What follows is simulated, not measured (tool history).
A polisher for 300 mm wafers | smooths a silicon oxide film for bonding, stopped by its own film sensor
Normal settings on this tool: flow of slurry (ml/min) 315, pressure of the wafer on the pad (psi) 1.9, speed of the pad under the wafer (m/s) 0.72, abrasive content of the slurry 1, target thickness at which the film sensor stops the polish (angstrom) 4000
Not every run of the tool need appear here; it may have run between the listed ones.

run   hour  flow of slurry (ml/min)  pressure of the wafer on the pad (psi)  speed of the pad under the wafer (m/s)  abrasive content of the slurry  target thickness at which the film sensor stops the polish (angstrom)  incoming thickness of the incoming film, nm  time until the film sensor stopped the polish (s)
  1      0                      375                                     1.9                                    0.72                               1                                                                   4000                                        438.9                                                 69
  2    9.4                      375                                     1.9                                    0.72                               1                                                                   4000                                        444.2                                               80.1
  3   19.4                      375                                     1.9                                    0.72                               1                                                                   4000                                          439                                               70.4
  4   27.5                      315                                     1.9                                    0.72                               1                                                                   4000                                        440.5                                               74.8
  5   39.5                      315                                     1.9                                    0.72                               1                                                                   4000                                          439                                               72.4
  6   46.4                      315                                     1.9                                    0.72                               1                                                                   4000                                        440.4                                               75.5
        53  -- head pressure recalibrated
  7     60                      345                                     1.9                                    0.72                               1                                                                   4000                                        429.8                                               55.8
  8     67                      315                                     1.9                                    0.72                               1                                                                   4000                                        435.5                                               66.4
  9   76.4                      315                                     1.9                                    0.72                               1                                                                   4000                                        439.9                                               75.6
 10   84.6                      315                                     1.2                                    0.72                            1.25                                                                   4000                                        442.8                                              115.5
 11   99.2                      315                                     1.9                                    0.72                               1                                                                   4000                                        447.4                                               91.2
     106.9  -- slurry blender recalibrated
     109.2  -- slurry nozzle cleaned
 12    112                      315                                     1.9                                    0.72                               1                                                                   3910                                        438.2                                               91.5
 13    119                      315                                     1.6                                     0.6                               1                                                                   4000                                          441                                                109
     124.4  -- worn pad replaced by a new one
 14  136.8                      315                                     1.9                                    0.72                               1                                                                   4000                                        437.2                                               66.3
 15  143.7                      315                                     1.9                                    0.72                               1                                                                   4000                                        443.7                                               79.3
 16  152.6                      265                                     1.7                                     0.6                               1                                                                   3910                                        432.1                                               97.8
 17  163.6                      315                                     1.6                                    0.72                             0.8                                                                   3870                                        444.5                                              139.6
 18  170.3                      315                                     1.9                                    0.72                               1                                                                   4000                                        439.7                                               73.5

What if the next run were any one of these 5? Each begins from the tool's condition after run 18:
  A  170.7                      315                                     1.9                                    0.72                               1                                                                   4000                                        440.5                                                  ?
  B  170.7                      315                                     1.9                                    0.72                            0.75                                                                   4000                                        440.5                                                  ?
  C  170.7                      265                                     1.7                                    0.72                            1.15                                                                   3930                                        440.5                                                  ?
  D  170.7                      385                                     2.3                                    0.62                               1                                                                   4040                                        440.5                                                  ?
  E  170.7                      270                                     1.9                                    0.72                             0.8                                                                   4000                                        440.5                                                  ?

run  time until the film sensor stopped the polish (s)
  A                                                 74
  B                                               86.5
  C                                               92.5
  D                                               61.1
  E                                               84.7
With the hidden condition removed and each run's random variation left untouched, the same runs would have given:
run  time until the film sensor stopped the polish (s)
  A                                               72.4
  B                                               84.6
  C                                               90.5
  D                                               59.7
  E                                               82.8
